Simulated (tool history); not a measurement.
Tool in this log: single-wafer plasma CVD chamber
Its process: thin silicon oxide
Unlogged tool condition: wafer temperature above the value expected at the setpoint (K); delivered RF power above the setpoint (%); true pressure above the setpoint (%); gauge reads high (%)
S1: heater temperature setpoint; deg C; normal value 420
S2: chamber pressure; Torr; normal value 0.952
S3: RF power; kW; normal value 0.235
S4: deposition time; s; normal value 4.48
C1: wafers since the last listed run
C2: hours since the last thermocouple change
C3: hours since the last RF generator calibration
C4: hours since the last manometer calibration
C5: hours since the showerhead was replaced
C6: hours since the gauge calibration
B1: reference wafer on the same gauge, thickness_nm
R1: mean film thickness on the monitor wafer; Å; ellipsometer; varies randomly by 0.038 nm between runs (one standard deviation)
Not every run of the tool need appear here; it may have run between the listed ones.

run 1 hour=0 | S1=420 S2=0.952 S3=0.235 S4=4.18 | C1=0 C2=582 C3=95.9 C4=1584.7 C5=3466.6 C6=4481.6 | B1=7.414 | R1=76.61
run 2 hour=106.9 | S1=420 S2=0.885 S3=0.235 S4=4.48 | C1=3284 C2=688.9 C3=202.8 C4=1691.6 C5=3573.5 C6=4588.5 | B1=7.4 | R1=76.85
run 3 hour=184.2 | S1=420 S2=0.952 S3=0.235 S4=4.48 | C1=2374 C2=766.2 C3=280.1 C4=1768.9 C5=3650.8 C6=4665.8 | B1=7.428 | R1=83.05
run 4 hour=282.4 | S1=420 S2=0.952 S3=0.235 S4=4.48 | C1=3016 C2=864.4 C3=378.3 C4=1867.1 C5=3749 C6=4764 | B1=7.431 | R1=82.76
run 5 hour=345.9 | S1=420 S2=0.952 S3=0.235 S4=4.48 | C1=1950 C2=927.9 C3=441.8 C4=1930.6 C5=3812.5 C6=4827.5 | B1=7.432 | R1=82.66
-- hour=388.1 capacitance manometer re-zeroed and calibrated
run 6 hour=395.7 | S1=407 S2=0.838 S3=0.235 S4=4.48 | C1=1284 C2=977.7 C3=491.6 C4=7.6 C5=3862.3 C6=4877.3 | B1=7.43 | R1=74.16
-- hour=421.1 gauge calibrated
run 7 hour=457.9 | S1=420 S2=0.952 S3=0.235 S4=4.48 | C1=1910 C2=1039.9 C3=553.8 C4=69.8 C5=3924.5 C6=36.8 | B1=7.249 | R1=80.79
run 8 hour=508.6 | S1=431 S2=1.153 S3=0.235 S4=4.48 | C1=1557 C2=1090.6 C3=604.5 C4=120.5 C5=3975.2 C6=87.5 | B1=7.273 | R1=93.95
run 9 hour=804 | S1=420 S2=0.952 S3=0.235 S4=4.48 | C1=9075 C2=1386 C3=899.9 C4=415.9 C5=4270.6 C6=382.9 | B1=7.269 | R1=80.79
run 10 hour=901 | S1=420 S2=1.169 S3=0.235 S4=4.48 | C1=2980 C2=1483 C3=996.9 C4=512.9 C5=4367.6 C6=479.9 | B1=7.265 | R1=95.04
-- hour=956.8 showerhead replaced
run 11 hour=964.4 | S1=420 S2=1.116 S3=0.235 S4=4.48 | C1=1702 C2=1546.4 C3=1060.3 C4=576.3 C5=7.6 C6=543.3 | B1=7.269 | R1=92.01
run 12 hour=1001.1 | S1=409 S2=0.952 S3=0.235 S4=4.48 | C1=1127 C2=1583.1 C3=1097 C4=613 C5=44.3 C6=580 | B1=7.254 | R1=82.36
-- hour=1031.4 thermocouple changed; heater temperature recalibrated
run 13 hour=1098.5 | S1=420 S2=0.952 S3=0.235 S4=4.48 | C1=2746 C2=67.1 C3=1194.4 C4=710.4 C5=141.7 C6=677.4 | B1=7.262 | R1=81.4
run 14 hour=1154.8 | S1=420 S2=0.838 S3=0.275 S4=4.48 | C1=1729 C2=123.4 C3=1250.7 C4=766.7 C5=198 C6=733.7 | B1=7.271 | R1=78.43
run 15 hour=1247.9 | S1=420 S2=0.952 S3=0.21 S4=4.48 | C1=2860 C2=216.5 C3=1343.8 C4=859.8 C5=291.1 C6=826.8 | B1=7.255 | R1=75.81
run 16 hour=1567.3 | S1=420 S2=0.832 S3=0.235 S4=4.48 | C1=9812 C2=535.9 C3=1663.2 C4=1179.2 C5=610.5 C6=1146.2 | B1=7.272 | R1=70.96
-- hour=1579.4 RF generator calibrated
run 17 hour=1627.3 | S1=420 S2=0.952 S3=0.215 S4=4.83 | C1=1597 C2=595.9 C3=47.9 C4=1239.2 C5=670.5 C6=1206.2 | B1=7.26 | R1=83.48
run 18 hour=1727.4 | S1=408 S2=0.816 S3=0.235 S4=4.48 | C1=3075 C2=696 C3=148 C4=1339.3 C5=770.6 C6=1306.3 | B1=7.266 | R1=70.36
run 19 hour=1788 | S1=412 S2=0.952 S3=0.235 S4=4.48 | C1=1861 C2=756.6 C3=208.6 C4=1399.9 C5=831.2 C6=1366.9 | B1=7.285 | R1=81.34
run 20 hour=1887.4 | S1=409 S2=0.952 S3=0.275 S4=3.7 | C1=3053 C2=856 C3=308 C4=1499.3 C5=930.6 C6=1466.3 | B1=7.287 | R1=73.8
run 21 hour=2172.9 | S1=435 S2=1.039 S3=0.235 S4=4.18 | C1=8771 C2=1141.5 C3=593.5 C4=1784.8 C5=1216.1 C6=1751.8 | B1=7.299 | R1=80.89
run 22 hour=2217.6 | S1=420 S2=0.952 S3=0.235 S4=4.48 | C1=1373 C2=1186.2 C3=638.2 C4=1829.5 C5=1260.8 C6=1796.5 | B1=7.295 | R1=81.92
run 23 hour=2285.1 | S1=420 S2=0.952 S3=0.235 S4=4.48 | C1=2073 C2=1253.7 C3=705.7 C4=1897 C5=1328.3 C6=1864 | B1=7.297 | R1=82.09
run 24 hour=2356 | S1=420 S2=0.952 S3=0.235 S4=4.48 | C1=2178 C2=1324.6 C3=776.6 C4=1967.9 C5=1399.2 C6=1934.9 | B1=7.278 | R1=81.53
run 25 hour=2448.4 | S1=420 S2=0.952 S3=0.235 S4=4.48 | C1=2838 C2=1417 C3=869 C4=2060.3 C5=1491.6 C6=2027.3 | B1=7.292 | R1=82.03
run 26 hour=2508.3 | S1=420 S2=0.952 S3=0.235 S4=4.48 | C1=1840 C2=1476.9 C3=928.9 C4=2120.2 C5=1551.5 C6=2087.2 | B1=7.284 | R1=81.34
run 27 hour=2571.3 | S1=405 S2=0.88 S3=0.235 S4=3.95 | C1=1935 C2=1539.9 C3=991.9 C4=2183.2 C5=1614.5 C6=2150.2 | B1=7.302 | R1=67.52
run 28 hour=2612.4 | S1=410 S2=0.952 S3=0.27 S4=4.9 | C1=1262 C2=1581 C3=1033 C4=2224.3 C5=1655.6 C6=2191.3 | B1=7.298 | R1=97.69
run 29 hour=2666 | S1=420 S2=0.952 S3=0.235 S4=4.48 | C1=1646 C2=1634.6 C3=1086.6 C4=2277.9 C5=1709.2 C6=2244.9 | B1=7.298 | R1=82.1

How the hidden state differs across the entries between the runs, from the last listed run before each to the first after it:
Run 5 -> run 6: capacitance manometer re-zeroed and calibrated (hour 388.1)
  gauge reads high (%): 2.29 -> 2.34
  the result without the hidden state subtracted from the measured one, R1: +1.85 -> +1.69 Å
Run 6 -> run 7: gauge calibrated (hour 421.1)
  gauge reads high (%): 2.34 -> 0.0393
  the result without the hidden state subtracted from the measured one, R1: +1.69 -> +0.03 Å
Run 10 -> run 11: showerhead replaced (hour 956.8)
  gauge reads high (%): 0.0631 -> 0.0698
  the result without the hidden state subtracted from the measured one, R1: +0.06 -> +0.06 Å
Run 12 -> run 13: thermocouple changed; heater temperature recalibrated (hour 1031.4)
  gauge reads high (%): 0.0741 -> 0.0868
  the result without the hidden state subtracted from the measured one, R1: +0.06 -> +0.07 Å
Run 16 -> run 17: RF generator calibrated (hour 1579.4)
  gauge reads high (%): 0.175 -> 0.19
  the result without the hidden state subtracted from the measured one, R1: +0.13 -> +0.16 Å

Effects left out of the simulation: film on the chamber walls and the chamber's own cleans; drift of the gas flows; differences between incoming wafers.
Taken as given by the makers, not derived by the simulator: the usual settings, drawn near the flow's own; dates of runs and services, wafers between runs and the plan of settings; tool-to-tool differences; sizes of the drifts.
